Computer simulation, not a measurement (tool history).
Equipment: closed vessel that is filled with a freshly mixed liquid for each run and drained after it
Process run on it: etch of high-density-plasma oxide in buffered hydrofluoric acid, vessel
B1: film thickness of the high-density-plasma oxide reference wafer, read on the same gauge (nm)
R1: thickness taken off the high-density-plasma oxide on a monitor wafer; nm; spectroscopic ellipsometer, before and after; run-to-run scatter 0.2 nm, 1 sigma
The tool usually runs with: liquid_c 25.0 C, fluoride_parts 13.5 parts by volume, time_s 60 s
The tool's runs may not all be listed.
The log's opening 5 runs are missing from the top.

Run 6, hour 63.4: usual settings; B1 70.02. Result: R1 65.86 nm.
At hour 71.8: hydrofluoric acid flow meter replaced.
Run 7, hour 80.3: usual settings; B1 69.99. Result: R1 66.46 nm.
Run 8, hour 109.6: usual settings; B1 70.01. Result: R1 65.95 nm.
Run 9, hour 117.4: usual settings; B1 70.00. Result: R1 66.47 nm.
At hour 121.9: gauge calibrated.
Run 10, hour 133.1: usual settings; B1 70.01. Result: R1 66.07 nm.
Run 11, hour 140.6: usual settings but fluoride_parts 17.5 parts by volume; B1 70.00. Result: R1 51.28 nm.
Run 12, hour 146.6: usual settings but fluoride_parts 17.5 parts by volume; B1 70.00. Result: R1 51.57 nm.
Run 13, hour 157.6: usual settings but fluoride_parts 15.5 parts by volume; B1 70.01. Result: R1 57.88 nm.
Run 14, hour 170.1: usual settings but liquid_c 22.0 C, time_s 30 s; B1 69.97. Result: R1 28.26 nm.
Run 15, hour 186.2: usual settings but liquid_c 29.0 C, time_s 45 s; B1 70.01. Result: R1 61.77 nm.
Run 16, hour 193.6: usual settings; B1 69.99. Result: R1 66.24 nm.
Run 17, hour 201.8: usual settings; B1 69.98. Result: R1 66.57 nm.
Run 18, hour 208.5: usual settings but liquid_c 20.5 C, time_s 80 s; B1 69.98. Result: R1 69.63 nm.
Run 19, hour 221.5: usual settings but liquid_c 23.0 C, fluoride_parts 11.0 parts by volume, time_s 45 s; B1 70.01. Result: R1 54.67 nm.
Run 20, hour 228.2: usual settings but liquid_c 23.0 C, fluoride_parts 10.0 parts by volume, time_s 30 s; B1 70.01. Result: R1 39.92 nm.
Run 21, hour 242.7: usual settings but liquid_c 20.5 C; B1 70.00. Result: R1 52.41 nm.
Run 22, hour 256.8: usual settings but liquid_c 20.0 C, fluoride_parts 18.0 parts by volume, time_s 35 s; B1 70.01. Result: R1 22.41 nm.
At hour 268.0: thermometer replaced.
Run 23, hour 268.5: usual settings but liquid_c 20.0 C, fluoride_parts 12.0 parts by volume, time_s 85 s; B1 70.01. Result: R1 71.12 nm.
Run 24, hour 276.0: usual settings; B1 69.99. Result: R1 58.53 nm.
Run 25, hour 287.9: usual settings but liquid_c 20.5 C, fluoride_parts 18.5 parts by volume, time_s 30 s; B1 70.02. Result: R1 16.77 nm.
Run 26, hour 296.6: usual settings; B1 69.99. Result: R1 58.38 nm.
Run 27, hour 310.9: usual settings; B1 70.01. Result: R1 58.42 nm.
Run 28, hour 323.9: usual settings but liquid_c 28.0 C, fluoride_parts 17.5 parts by volume, time_s 80 s; B1 69.98. Result: R1 71.17 nm.

Run 29 has not been measured yet. What should we expect?
Run 29, hour 337.2: usual settings but liquid_c 20.0 C, fluoride_parts 12.0 parts by volume, time_s 85 s; B1 ?. Result: R1 ?.

{"run 29": {"B1": 69.98, "R1": 71.13}}
With no hidden state in the tool, this same run would have given R1 70.61 nm.
